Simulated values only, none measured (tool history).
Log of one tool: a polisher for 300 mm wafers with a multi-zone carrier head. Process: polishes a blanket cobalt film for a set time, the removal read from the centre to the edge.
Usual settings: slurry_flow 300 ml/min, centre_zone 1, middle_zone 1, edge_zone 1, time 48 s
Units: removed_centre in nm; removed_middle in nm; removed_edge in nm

run,hour,slurry_flow,centre_zone,middle_zone,edge_zone,time,"incoming thickness of the incoming film, nm",removed_centre,removed_middle,removed_edge
1,0,300,1,1,1,48,1609.7,279.7,271.9,275.1
# hour 19.9: worn pad replaced by a new one
2,53.5,300,1,1.08,1,61,1597.7,348.8,372.4,343.7
3,65.8,300,1,1.08,1,61,1567.1,349,367.5,343.1
# hour 80.2: slurry nozzle cleaned
4,80.7,300,1,1,1,48,1587,280.6,265.8,268.1
5,87.3,300,1,1,1,48,1559.9,276.6,270.2,269.2
# hour 100: worn pad replaced by a new one
6,100.5,300,1,1,1,48,1605.1,278.9,269.6,274.2
7,106.3,300,1.08,0.92,1,48,1576,299.9,250.6,272.6
# hour 120.8: centre zone pressure recalibrated
8,121.8,300,1,1.09,1,48,1602.1,276.8,287.9,269.9

Run 9 comes next. What will it give?
# hour 136.9: carrier head's membrane replaced by a new one
9,137.4,250,1,1.09,1,48,1600.9,?,?,?

removed_centre: 273.1 nm
removed_middle: 283.9 nm
removed_edge: 263.7 nm
Without the tool's hidden state the same run would have given removed_centre 273.1 nm, removed_middle 283.9 nm, removed_edge 263.7 nm.

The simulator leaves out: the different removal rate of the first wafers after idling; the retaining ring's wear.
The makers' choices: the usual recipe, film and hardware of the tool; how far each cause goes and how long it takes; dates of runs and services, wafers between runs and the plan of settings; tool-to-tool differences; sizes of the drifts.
